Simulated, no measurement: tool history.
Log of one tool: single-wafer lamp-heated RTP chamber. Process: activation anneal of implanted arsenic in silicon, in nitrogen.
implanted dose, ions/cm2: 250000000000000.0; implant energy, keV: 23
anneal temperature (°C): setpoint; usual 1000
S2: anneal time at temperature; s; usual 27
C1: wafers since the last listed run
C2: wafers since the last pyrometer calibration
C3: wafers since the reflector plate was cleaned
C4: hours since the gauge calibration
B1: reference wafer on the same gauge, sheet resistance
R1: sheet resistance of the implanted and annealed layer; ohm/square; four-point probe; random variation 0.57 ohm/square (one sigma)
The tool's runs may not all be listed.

run 1 day=0 | anneal_temperature_(°C)=1000 S2=27 | C1=0 C2=903 C3=5110 C4=337 | B1=445.11 | R1=382.76
run 2 day=1.762 | anneal_temperature_(°C)=1000 S2=27 | C1=586 C2=1489 C3=5696 C4=379.3 | B1=445.11 | R1=384.03
run 3 day=3.367 | anneal_temperature_(°C)=1000 S2=38 | C1=533 C2=2022 C3=6229 C4=417.8 | B1=445.45 | R1=382.11
run 4 day=5.008 | anneal_temperature_(°C)=1000 S2=38 | C1=545 C2=2568 C3=6775 C4=457.2 | B1=445.71 | R1=381.82
-- day=6.975 reflector plate cleaned
-- day=7.921 pyrometer window cleaned and pyrometer calibrated
run 5 day=7.942 | anneal_temperature_(°C)=1000 S2=35 | C1=753 C2=7 C3=210 C4=527.6 | B1=446.31 | R1=383.42
-- day=9.354 gauge calibrated
run 6 day=9.775 | anneal_temperature_(°C)=1000 S2=27 | C1=609 C2=617 C3=819 C4=10.1 | B1=444.13 | R1=382.45
run 7 day=12.25 | anneal_temperature_(°C)=1000 S2=27 | C1=822 C2=1439 C3=1642 C4=69.5 | B1=444.57 | R1=382.65
run 8 day=13.621 | anneal_temperature_(°C)=976 S2=37 | C1=455 C2=1895 C3=2098 C4=102.4 | B1=444.49 | R1=383.89
run 9 day=14.833 | anneal_temperature_(°C)=1014 S2=34 | C1=403 C2=2298 C3=2501 C4=131.5 | B1=444.8 | R1=381.06
run 10 day=16.175 | anneal_temperature_(°C)=1010 S2=20 | C1=446 C2=2745 C3=2947 C4=163.7 | B1=445.1 | R1=383.26
run 11 day=17.929 | anneal_temperature_(°C)=1014 S2=31 | C1=583 C2=3328 C3=3531 C4=205.8 | B1=445.25 | R1=381.34
run 12 day=19.054 | anneal_temperature_(°C)=1000 S2=27 | C1=374 C2=3702 C3=3905 C4=232.8 | B1=445.59 | R1=384.52
-- day=19.938 pyrometer window cleaned and pyrometer calibrated
run 13 day=20.654 | anneal_temperature_(°C)=1000 S2=27 | C1=421 C2=238 C3=4326 C4=271.2 | B1=445.66 | R1=385.1
run 14 day=22.112 | anneal_temperature_(°C)=983 S2=12 | C1=484 C2=722 C3=4811 C4=306.2 | B1=446.2 | R1=390.45

5 ways to go on from here, each from the tool as it stands after run 14. What would each give?
run A day=22.129 | anneal_temperature_(°C)=1020 S2=27 | C1=5 C2=728 C3=4816 C4=306.6 | B1=? | R1=?
run B day=22.129 | anneal_temperature_(°C)=980 S2=36 | C1=5 C2=728 C3=4816 C4=306.6 | B1=? | R1=?
run C day=22.129 | anneal_temperature_(°C)=1029 S2=12 | C1=5 C2=728 C3=4816 C4=306.6 | B1=? | R1=?
run D day=22.129 | anneal_temperature_(°C)=1023 S2=43 | C1=5 C2=728 C3=4816 C4=306.6 | B1=? | R1=?
run E day=22.129 | anneal_temperature_(°C)=1016 S2=33 | C1=5 C2=728 C3=4816 C4=306.6 | B1=? | R1=?

run=A B1=445.89 R1=383.4
run=B B1=445.89 R1=386.7
run=C B1=445.89 R1=386.7
run=D B1=445.89 R1=379.78
run=E B1=445.89 R1=382.73
Without the tool's hidden state the same runs would have given:
run=A R1=380.79
run=B R1=384.07
run=C R1=384.07
run=D R1=377.2
run=E R1=380.13
